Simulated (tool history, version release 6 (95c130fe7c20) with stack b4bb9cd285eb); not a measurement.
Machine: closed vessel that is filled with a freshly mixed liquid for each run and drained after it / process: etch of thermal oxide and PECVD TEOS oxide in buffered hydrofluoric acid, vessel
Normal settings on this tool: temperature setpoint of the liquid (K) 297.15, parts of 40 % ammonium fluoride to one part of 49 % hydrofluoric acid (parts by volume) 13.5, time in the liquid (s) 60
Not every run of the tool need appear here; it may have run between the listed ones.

| run | hour | temperature setpoint of the liquid (K) | parts of 40 % ammonium fluoride to one part of 49 % hydrofluoric acid (parts by volume) | time in the liquid (s) | read-back film thickness of the thermal oxide reference wafer, read on the same gauge (nm) | read-back film thickness of the PECVD TEOS oxide reference wafer, read on the same gauge (nm) | thickness taken off the thermal oxide on a monitor wafer (nm) | thickness taken off the PECVD TEOS oxide on a monitor wafer (nm) |
|---|---|---|---|---|---|---|---|---|
| 1 | 0 | 297.15 | 12.5 | 60 | 49.98 | 90 | 58.37 | 97.13 |
| 2 | 58.2 | 297.15 | 12.5 | 60 | 50 | 90.03 | 58.33 | 97.77 |
| 3 | 87.3 | 295.65 | 13.5 | 60 | 50 | 89.99 | 49.98 | 83.83 |
| 4 | 137.8 | 295.65 | 13.5 | 60 | 50 | 89.99 | 50.41 | 84.19 |
| 5 | 203.4 | 297.15 | 13.5 | 60 | 50 | 90 | 54.33 | 90.51 |
| 6 | 256.2 | 297.15 | 13.5 | 60 | 50.01 | 90.03 | 54.66 | 91.53 |
| 7 | 306.4 | 297.15 | 13.5 | 60 | 50.02 | 90.03 | 54.23 | 90.9 |
| 8 | 370.3 | 297.15 | 13.5 | 60 | 49.99 | 90.01 | 54.47 | 91.48 |
|  | 382.9 | gauge calibrated |
| 9 | 439.2 | 297.15 | 13.5 | 80 | 49.99 | 89.96 | 73.07 | 123.09 |
| 10 | 470.3 | 297.15 | 13.5 | 80 | 50.02 | 89.95 | 73.19 | 122.41 |
|  | 496.8 | hydrofluoric acid flow meter replaced |
| 11 | 517.4 | 297.15 | 13.5 | 60 | 50.01 | 89.99 | 58.48 | 97.66 |
| 12 | 581.1 | 297.15 | 13.5 | 30 | 50.03 | 89.99 | 29.09 | 49.24 |
| 13 | 633.3 | 301.65 | 17 | 35 | 49.98 | 90 | 34.72 | 58.47 |
|  | 639 | hydrofluoric acid flow meter replaced, repeated, since the last time left the tool worse |
| 14 | 673.6 | 297.15 | 13.5 | 85 | 49.99 | 90.02 | 72.7 | 120.54 |
| 15 | 737.4 | 299.65 | 11.5 | 40 | 50.01 | 90.02 | 45.31 | 76.67 |
|  | 758.6 | thermometer replaced |
| 16 | 766.9 | 297.15 | 16.5 | 60 | 49.98 | 90.03 | 41.81 | 69.95 |
| 17 | 804.4 | 297.15 | 13.5 | 70 | 50 | 90.02 | 59.62 | 99.47 |
| 18 | 849.9 | 295.65 | 13.5 | 60 | 50 | 90.01 | 47.34 | 79.1 |
| 19 | 885.6 | 297.15 | 13.5 | 60 | 50 | 89.97 | 51.76 | 86.4 |
| 20 | 926.7 | 297.15 | 18 | 60 | 49.99 | 90.01 | 38.24 | 65.63 |
| 21 | 956.3 | 301.15 | 10 | 60 | 50 | 89.97 | 85.51 | 144 |
| 22 | 1002.8 | 297.15 | 15 | 45 | 50.01 | 90 | 35.09 | 58.95 |

What would each run have given without the hidden state, its run-to-run variation left as it was?
The tool's hidden condition here consists of: liquid hotter than its thermometer reads (K); hydrofluoric acid flow above the setpoint (%); gauge reads high (%).
| run | thickness taken off the thermal oxide on a monitor wafer (nm) | thickness taken off the PECVD TEOS oxide on a monitor wafer (nm) |
|---|---|---|
| 1 | 54.88 | 91.32 |
| 2 | 54.72 | 91.71 |
| 3 | 46.82 | 78.53 |
| 4 | 47.12 | 78.7 |
| 5 | 50.65 | 84.38 |
| 6 | 50.85 | 85.15 |
| 7 | 50.34 | 84.38 |
| 8 | 50.44 | 84.7 |
| 9 | 67.47 | 113.66 |
| 10 | 67.5 | 112.89 |
| 11 | 50.98 | 85.14 |
| 12 | 25.3 | 42.82 |
| 13 | 30.12 | 50.72 |
| 14 | 72.54 | 120.27 |
| 15 | 45.08 | 76.29 |
| 16 | 41.54 | 69.5 |
| 17 | 59.14 | 98.67 |
| 18 | 46.87 | 78.32 |
| 19 | 51.16 | 85.41 |
| 20 | 37.73 | 64.76 |
| 21 | 84.71 | 142.66 |
| 22 | 34.51 | 57.97 |
